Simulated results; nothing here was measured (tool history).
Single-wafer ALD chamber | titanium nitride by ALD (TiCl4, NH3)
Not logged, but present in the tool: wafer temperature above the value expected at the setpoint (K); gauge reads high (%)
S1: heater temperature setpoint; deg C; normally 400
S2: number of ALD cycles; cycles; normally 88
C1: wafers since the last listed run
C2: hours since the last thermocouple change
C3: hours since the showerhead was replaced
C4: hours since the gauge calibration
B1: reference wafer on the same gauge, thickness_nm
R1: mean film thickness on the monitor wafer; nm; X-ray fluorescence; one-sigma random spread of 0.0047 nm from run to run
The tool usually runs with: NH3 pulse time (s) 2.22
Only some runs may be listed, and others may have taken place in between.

{"run": 1, "hour": 0.0, "S1": 400, "S2": 88, "NH3 pulse time (s)": 2.22, "C1": 0, "C2": 954.7, "C3": 2789.8, "C4": 575.0, "B1": 1.78, "R1": 1.875}
{"run": 2, "hour": 38.3, "S1": 394, "S2": 88, "NH3 pulse time (s)": 2.22, "C1": 128, "C2": 993.0, "C3": 2828.1, "C4": 613.3, "B1": 1.779, "R1": 1.862}
{"run": 3, "hour": 145.8, "S1": 394, "S2": 88, "NH3 pulse time (s)": 2.22, "C1": 359, "C2": 1100.5, "C3": 2935.6, "C4": 720.8, "B1": 1.777, "R1": 1.863}
{"run": 4, "hour": 221.6, "S1": 394, "S2": 88, "NH3 pulse time (s)": 2.22, "C1": 253, "C2": 1176.3, "C3": 3011.4, "C4": 796.6, "B1": 1.776, "R1": 1.862}
{"run": 5, "hour": 324.1, "S1": 400, "S2": 88, "NH3 pulse time (s)": 2.22, "C1": 342, "C2": 1278.8, "C3": 3113.9, "C4": 899.1, "B1": 1.772, "R1": 1.869}
{"run": 6, "hour": 529.4, "S1": 400, "S2": 88, "NH3 pulse time (s)": 2.22, "C1": 686, "C2": 1484.1, "C3": 3319.2, "C4": 1104.4, "B1": 1.767, "R1": 1.861}
{"run": 7, "hour": 621.3, "S1": 395, "S2": 88, "NH3 pulse time (s)": 2.22, "C1": 307, "C2": 1576.0, "C3": 3411.1, "C4": 1196.3, "B1": 1.767, "R1": 1.852}
{"run": 8, "hour": 726.4, "S1": 395, "S2": 88, "NH3 pulse time (s)": 2.22, "C1": 351, "C2": 1681.1, "C3": 3516.2, "C4": 1301.4, "B1": 1.764, "R1": 1.852}
{"run": 9, "hour": 813.6, "S1": 395, "S2": 88, "NH3 pulse time (s)": 2.22, "C1": 291, "C2": 1768.3, "C3": 3603.4, "C4": 1388.6, "B1": 1.762, "R1": 1.85}
{"run": 10, "hour": 919.5, "S1": 403, "S2": 88, "NH3 pulse time (s)": 2.22, "C1": 353, "C2": 1874.2, "C3": 3709.3, "C4": 1494.5, "B1": 1.761, "R1": 1.86}
{"hour": 935.7, "done": "showerhead replaced"}
{"run": 11, "hour": 994.9, "S1": 393, "S2": 88, "NH3 pulse time (s)": 2.47, "C1": 225, "C2": 1949.6, "C3": 59.2, "C4": 1569.9, "B1": 1.759, "R1": 1.849}
{"run": 12, "hour": 1051.1, "S1": 393, "S2": 88, "NH3 pulse time (s)": 2.47, "C1": 187, "C2": 2005.8, "C3": 115.4, "C4": 1626.1, "B1": 1.758, "R1": 1.84}
{"run": 13, "hour": 1088.6, "S1": 393, "S2": 88, "NH3 pulse time (s)": 2.47, "C1": 125, "C2": 2043.3, "C3": 152.9, "C4": 1663.6, "B1": 1.757, "R1": 1.842}
{"run": 14, "hour": 1172.2, "S1": 407, "S2": 88, "NH3 pulse time (s)": 2.22, "C1": 279, "C2": 2126.9, "C3": 236.5, "C4": 1747.2, "B1": 1.754, "R1": 1.856}
{"hour": 1236.1, "done": "thermocouple changed; heater temperature recalibrated"}
{"run": 15, "hour": 1274.9, "S1": 400, "S2": 88, "NH3 pulse time (s)": 2.22, "C1": 316, "C2": 38.8, "C3": 339.2, "C4": 1849.9, "B1": 1.754, "R1": 1.855}
{"run": 16, "hour": 1361.4, "S1": 400, "S2": 88, "NH3 pulse time (s)": 2.22, "C1": 289, "C2": 125.3, "C3": 425.7, "C4": 1936.4, "B1": 1.752, "R1": 1.849}
{"hour": 1421.5, "done": "gauge calibrated"}
{"run": 17, "hour": 1433.4, "S1": 400, "S2": 74, "NH3 pulse time (s)": 1.93, "C1": 240, "C2": 197.3, "C3": 497.7, "C4": 11.9, "B1": 1.797, "R1": 1.585}
{"run": 18, "hour": 1508.0, "S1": 411, "S2": 101, "NH3 pulse time (s)": 3.07, "C1": 249, "C2": 271.9, "C3": 572.3, "C4": 86.5, "B1": 1.796, "R1": 2.196}
{"run": 19, "hour": 1611.0, "S1": 393, "S2": 88, "NH3 pulse time (s)": 2.47, "C1": 344, "C2": 374.9, "C3": 675.3, "C4": 189.5, "B1": 1.792, "R1": 1.885}
{"run": 20, "hour": 1692.0, "S1": 413, "S2": 88, "NH3 pulse time (s)": 2.22, "C1": 270, "C2": 455.9, "C3": 756.3, "C4": 270.5, "B1": 1.791, "R1": 1.9}
{"run": 21, "hour": 1789.1, "S1": 400, "S2": 88, "NH3 pulse time (s)": 2.22, "C1": 324, "C2": 553.0, "C3": 853.4, "C4": 367.6, "B1": 1.789, "R1": 1.89}
{"run": 22, "hour": 2056.8, "S1": 400, "S2": 88, "NH3 pulse time (s)": 3.03, "C1": 894, "C2": 820.7, "C3": 1121.1, "C4": 635.3, "B1": 1.782, "R1": 1.903}
{"run": 23, "hour": 2125.9, "S1": 400, "S2": 83, "NH3 pulse time (s)": 2.97, "C1": 230, "C2": 889.8, "C3": 1190.2, "C4": 704.4, "B1": 1.783, "R1": 1.792}
{"run": 24, "hour": 2224.0, "S1": 400, "S2": 88, "NH3 pulse time (s)": 2.22, "C1": 327, "C2": 987.9, "C3": 1288.3, "C4": 802.5, "B1": 1.779, "R1": 1.878}
{"run": 25, "hour": 2261.7, "S1": 400, "S2": 75, "NH3 pulse time (s)": 2.22, "C1": 126, "C2": 1025.6, "C3": 1326.0, "C4": 840.2, "B1": 1.779, "R1": 1.601}
{"run": 26, "hour": 2348.9, "S1": 405, "S2": 105, "NH3 pulse time (s)": 2.83, "C1": 291, "C2": 1112.8, "C3": 1413.2, "C4": 927.4, "B1": 1.777, "R1": 2.258}

Here are 4 independent what-if runs from the current tool condition. What would each one return?
{"run": "A", "hour": 2349.5, "S1": 400, "S2": 88, "NH3 pulse time (s)": 2.22, "C1": 2, "C2": 1113.4, "C3": 1413.8, "C4": 928.0, "B1": "?", "R1": "?"}
{"run": "B", "hour": 2349.5, "S1": 409, "S2": 74, "NH3 pulse time (s)": 3.02, "C1": 2, "C2": 1113.4, "C3": 1413.8, "C4": 928.0, "B1": "?", "R1": "?"}
{"run": "C", "hour": 2349.5, "S1": 385, "S2": 74, "NH3 pulse time (s)": 3.03, "C1": 2, "C2": 1113.4, "C3": 1413.8, "C4": 928.0, "B1": "?", "R1": "?"}
{"run": "D", "hour": 2349.5, "S1": 412, "S2": 88, "NH3 pulse time (s)": 1.54, "C1": 2, "C2": 1113.4, "C3": 1413.8, "C4": 928.0, "B1": "?", "R1": "?"}

run=A B1=1.778 R1=1.867
run=B B1=1.778 R1=1.588
run=C B1=1.778 R1=1.569
run=D B1=1.778 R1=1.854
With no hidden state in the tool, these same runs would have given:
run=A R1=1.880
run=B R1=1.599
run=C R1=1.580
run=D R1=1.867
